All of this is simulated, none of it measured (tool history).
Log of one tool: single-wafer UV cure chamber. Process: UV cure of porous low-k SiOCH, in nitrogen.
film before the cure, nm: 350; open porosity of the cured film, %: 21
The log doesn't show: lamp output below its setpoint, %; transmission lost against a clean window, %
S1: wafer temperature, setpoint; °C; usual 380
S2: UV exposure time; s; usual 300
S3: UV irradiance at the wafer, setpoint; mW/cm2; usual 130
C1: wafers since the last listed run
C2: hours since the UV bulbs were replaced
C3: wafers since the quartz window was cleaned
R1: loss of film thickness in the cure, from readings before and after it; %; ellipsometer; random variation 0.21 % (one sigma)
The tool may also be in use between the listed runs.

{"run": 1, "hour": 0.0, "S1": 394, "S2": 300, "S3": 113, "C1": 0, "C2": 1862.7, "C3": 3605, "R1": 11.907}
{"run": 2, "hour": 17.5, "S1": 380, "S2": 410, "S3": 130, "C1": 115, "C2": 1880.2, "C3": 3720, "R1": 13.261}
{"hour": 49.1, "done": "quartz window cleaned"}
{"run": 3, "hour": 52.3, "S1": 369, "S2": 300, "S3": 130, "C1": 176, "C2": 1915.0, "C3": 20, "R1": 13.23}
{"run": 4, "hour": 74.7, "S1": 369, "S2": 300, "S3": 130, "C1": 147, "C2": 1937.4, "C3": 168, "R1": 12.802}
{"run": 5, "hour": 89.3, "S1": 369, "S2": 300, "S3": 130, "C1": 96, "C2": 1952.0, "C3": 265, "R1": 12.986}
{"run": 6, "hour": 119.3, "S1": 380, "S2": 300, "S3": 130, "C1": 198, "C2": 1982.0, "C3": 463, "R1": 12.883}
{"run": 7, "hour": 151.9, "S1": 380, "S2": 300, "S3": 130, "C1": 215, "C2": 2014.6, "C3": 678, "R1": 12.88}
{"run": 8, "hour": 172.4, "S1": 380, "S2": 300, "S3": 130, "C1": 135, "C2": 2035.1, "C3": 813, "R1": 13.122}
{"run": 9, "hour": 188.7, "S1": 380, "S2": 300, "S3": 130, "C1": 107, "C2": 2051.4, "C3": 921, "R1": 13.065}
{"run": 10, "hour": 201.8, "S1": 380, "S2": 220, "S3": 130, "C1": 86, "C2": 2064.5, "C3": 1007, "R1": 11.627}
{"run": 11, "hour": 227.2, "S1": 380, "S2": 300, "S3": 130, "C1": 167, "C2": 2089.9, "C3": 1175, "R1": 12.551}
{"run": 12, "hour": 254.5, "S1": 380, "S2": 300, "S3": 130, "C1": 180, "C2": 2117.2, "C3": 1355, "R1": 12.873}
{"hour": 270.0, "done": "UV bulbs replaced"}
{"run": 13, "hour": 285.5, "S1": 380, "S2": 300, "S3": 130, "C1": 151, "C2": 15.5, "C3": 1507, "R1": 12.713}
{"run": 14, "hour": 315.6, "S1": 380, "S2": 300, "S3": 130, "C1": 198, "C2": 45.6, "C3": 1706, "R1": 12.772}
{"run": 15, "hour": 335.6, "S1": 380, "S2": 300, "S3": 130, "C1": 132, "C2": 65.6, "C3": 1838, "R1": 13.01}
{"run": 16, "hour": 352.7, "S1": 388, "S2": 300, "S3": 130, "C1": 112, "C2": 82.7, "C3": 1951, "R1": 12.796}
{"run": 17, "hour": 365.3, "S1": 380, "S2": 300, "S3": 130, "C1": 83, "C2": 95.3, "C3": 2034, "R1": 12.194}
{"run": 18, "hour": 396.8, "S1": 380, "S2": 300, "S3": 130, "C1": 207, "C2": 126.8, "C3": 2242, "R1": 12.648}
{"run": 19, "hour": 443.7, "S1": 380, "S2": 300, "S3": 155, "C1": 309, "C2": 173.7, "C3": 2551, "R1": 13.213}
{"run": 20, "hour": 461.4, "S1": 394, "S2": 380, "S3": 93, "C1": 116, "C2": 191.4, "C3": 2668, "R1": 12.471}
{"run": 21, "hour": 480.7, "S1": 380, "S2": 165, "S3": 141, "C1": 127, "C2": 210.7, "C3": 2796, "R1": 10.371}
{"run": 22, "hour": 510.1, "S1": 380, "S2": 350, "S3": 96, "C1": 194, "C2": 240.1, "C3": 2990, "R1": 11.961}

Forecast run 23:
{"run": 23, "hour": 529.3, "S1": 380, "S2": 245, "S3": 130, "C1": 126, "C2": 259.3, "C3": 3116, "R1": "?"}

R1: 11.145 %
Without the tool's hidden state the same run would have given R1 11.951 %.
